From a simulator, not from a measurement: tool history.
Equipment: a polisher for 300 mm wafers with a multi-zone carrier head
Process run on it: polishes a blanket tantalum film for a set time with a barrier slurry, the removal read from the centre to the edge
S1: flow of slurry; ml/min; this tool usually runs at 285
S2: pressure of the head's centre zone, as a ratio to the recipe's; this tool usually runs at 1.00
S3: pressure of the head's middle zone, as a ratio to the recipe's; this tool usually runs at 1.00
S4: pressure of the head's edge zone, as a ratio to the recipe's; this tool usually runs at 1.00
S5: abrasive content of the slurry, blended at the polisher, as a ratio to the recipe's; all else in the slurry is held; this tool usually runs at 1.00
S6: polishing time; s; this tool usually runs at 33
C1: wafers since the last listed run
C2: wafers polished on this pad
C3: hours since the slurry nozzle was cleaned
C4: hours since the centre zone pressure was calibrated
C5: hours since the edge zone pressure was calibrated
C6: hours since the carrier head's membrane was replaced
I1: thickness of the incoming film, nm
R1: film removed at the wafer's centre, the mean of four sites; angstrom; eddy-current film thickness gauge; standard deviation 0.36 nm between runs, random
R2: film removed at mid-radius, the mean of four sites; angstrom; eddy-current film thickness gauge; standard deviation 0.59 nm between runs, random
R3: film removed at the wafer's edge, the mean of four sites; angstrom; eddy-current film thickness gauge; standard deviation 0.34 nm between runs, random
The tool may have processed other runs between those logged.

| run | day | S1 | S2 | S3 | S4 | S5 | S6 | C1 | C2 | C3 | C4 | C5 | C6 | I1 | R1 | R2 | R3 |
|---|---|---|---|---|---|---|---|---|---|---|---|---|---|---|---|---|---|
| 1 | 0.000 | 285 | 1.00 | 1.00 | 1.00 | 1.00 | 33 | 0 | 303 | 93.7 | 691.1 | 763.1 | 754.6 | 458.8 | 436 | 446 | 441 |
| 2 | 2.300 | 285 | 1.00 | 1.00 | 1.00 | 1.00 | 33 | 563 | 866 | 148.9 | 746.3 | 818.3 | 809.8 | 448.0 | 445 | 450 | 436 |
| 3 | 4.692 | 285 | 1.00 | 1.00 | 1.00 | 1.00 | 33 | 586 | 1452 | 206.3 | 803.7 | 875.7 | 867.2 | 444.4 | 430 | 448 | 437 |
| 4 | 7.467 | 285 | 1.00 | 1.00 | 1.00 | 1.00 | 33 | 680 | 2132 | 272.9 | 870.3 | 942.3 | 933.8 | 444.1 | 431 | 435 | 430 |
|  | 7.933 | worn pad replaced by a new one, repeated, since the last time left the tool worse |
| 5 | 9.396 | 285 | 1.00 | 1.00 | 1.00 | 1.00 | 33 | 431 | 358 | 319.2 | 916.6 | 988.6 | 980.1 | 447.0 | 476 | 489 | 478 |
|  | 11.462 | carrier head's membrane replaced by a new one |
| 6 | 11.696 | 285 | 1.00 | 1.00 | 1.00 | 1.00 | 33 | 512 | 871 | 374.4 | 971.8 | 1043.8 | 5.6 | 445.2 | 474 | 492 | 476 |
| 7 | 13.333 | 285 | 1.00 | 1.00 | 1.00 | 1.00 | 33 | 401 | 1272 | 413.7 | 1011.1 | 1083.1 | 44.9 | 452.9 | 473 | 482 | 472 |
|  | 14.500 | slurry nozzle cleaned |
| 8 | 14.729 | 285 | 1.00 | 1.00 | 1.00 | 1.00 | 33 | 331 | 1604 | 5.5 | 1044.6 | 1116.6 | 78.4 | 451.5 | 470 | 474 | 466 |
| 9 | 17.550 | 285 | 0.93 | 1.00 | 1.08 | 1.00 | 33 | 691 | 2295 | 73.2 | 1112.3 | 1184.3 | 146.1 | 446.3 | 430 | 474 | 474 |
|  | 18.121 | worn pad replaced by a new one |
| 10 | 20.196 | 285 | 0.91 | 1.00 | 1.00 | 1.00 | 24 | 607 | 508 | 136.7 | 1175.8 | 1247.8 | 209.6 | 445.2 | 317 | 354 | 350 |
|  | 20.638 | centre zone pressure recalibrated |
| 11 | 22.171 | 285 | 0.93 | 1.00 | 1.00 | 1.00 | 33 | 463 | 972 | 184.1 | 36.8 | 1295.2 | 257.0 | 450.4 | 438 | 477 | 471 |
|  | 24.508 | edge zone pressure recalibrated |
| 12 | 24.712 | 320 | 1.08 | 0.93 | 1.00 | 1.00 | 33 | 602 | 1574 | 245.1 | 97.8 | 4.9 | 318.0 | 460.1 | 508 | 457 | 472 |
| 13 | 26.992 | 285 | 1.00 | 1.00 | 1.00 | 1.00 | 33 | 558 | 2133 | 299.8 | 152.5 | 59.6 | 372.7 | 453.3 | 466 | 469 | 463 |
| 14 | 28.792 | 200 | 1.10 | 1.00 | 1.07 | 1.00 | 36 | 441 | 2574 | 343.0 | 195.7 | 102.8 | 415.9 | 450.3 | 526 | 490 | 499 |
| 15 | 30.071 | 285 | 1.00 | 1.00 | 1.00 | 1.00 | 33 | 313 | 2887 | 373.7 | 226.4 | 133.5 | 446.6 | 450.0 | 461 | 470 | 466 |
|  | 30.533 | worn pad replaced by a new one |
| 16 | 32.325 | 285 | 1.00 | 1.00 | 1.00 | 0.70 | 45 | 511 | 439 | 427.8 | 280.5 | 187.6 | 500.7 | 457.7 | 531 | 544 | 536 |
|  | 33.567 | slurry nozzle cleaned |
| 17 | 34.962 | 285 | 1.00 | 1.00 | 1.00 | 1.00 | 33 | 636 | 1075 | 33.5 | 343.8 | 250.9 | 564.0 | 445.2 | 475 | 480 | 477 |
| 18 | 37.700 | 285 | 1.00 | 1.00 | 1.05 | 1.00 | 41 | 670 | 1746 | 99.2 | 409.5 | 316.6 | 629.7 | 445.7 | 582 | 588 | 599 |
| 19 | 39.233 | 285 | 1.00 | 1.07 | 1.00 | 1.00 | 33 | 375 | 2122 | 136.0 | 446.3 | 353.4 | 666.5 | 445.3 | 465 | 502 | 466 |
| 20 | 40.688 | 325 | 1.00 | 1.00 | 0.96 | 1.10 | 40 | 356 | 2478 | 170.9 | 481.2 | 388.3 | 701.4 | 454.7 | 594 | 600 | 586 |
| 21 | 42.621 | 285 | 1.00 | 1.00 | 1.00 | 1.00 | 24 | 473 | 2952 | 217.3 | 527.6 | 434.7 | 747.8 | 454.3 | 339 | 347 | 332 |

Table of differences, measured result less the result of that run with no hidden state. Run-to-run variation is the same in both. Gauge scatter possibly is not:
The tool's hidden condition here consists of: removal rate lost through wear of the pad, %; slurry flow missing at the pad, %; deviation of the centre zone's pressure from its setpoint, %; deviation of the edge zone's pressure from its setpoint, %.
| run | R1 | R2 | R3 |
|---|---|---|---|
| 1 | -39 | -39 | -39 |
| 2 | -43 | -44 | -43 |
| 3 | -47 | -49 | -48 |
| 4 | -52 | -53 | -53 |
| 5 | -3 | -4 | -4 |
| 6 | -7 | -8 | -7 |
| 7 | -10 | -10 | -10 |
| 8 | -13 | -13 | -12 |
| 9 | -17 | -18 | -18 |
| 10 | -4 | -4 | -5 |
| 11 | -8 | -9 | -10 |
| 12 | -15 | -13 | -14 |
| 13 | -18 | -18 | -18 |
| 14 | -24 | -22 | -23 |
| 15 | -23 | -24 | -24 |
| 16 | -4 | -5 | -4 |
| 17 | -9 | -9 | -9 |
| 18 | -16 | -17 | -17 |
| 19 | -16 | -17 | -16 |
| 20 | -24 | -24 | -23 |
| 21 | -17 | -17 | -16 |
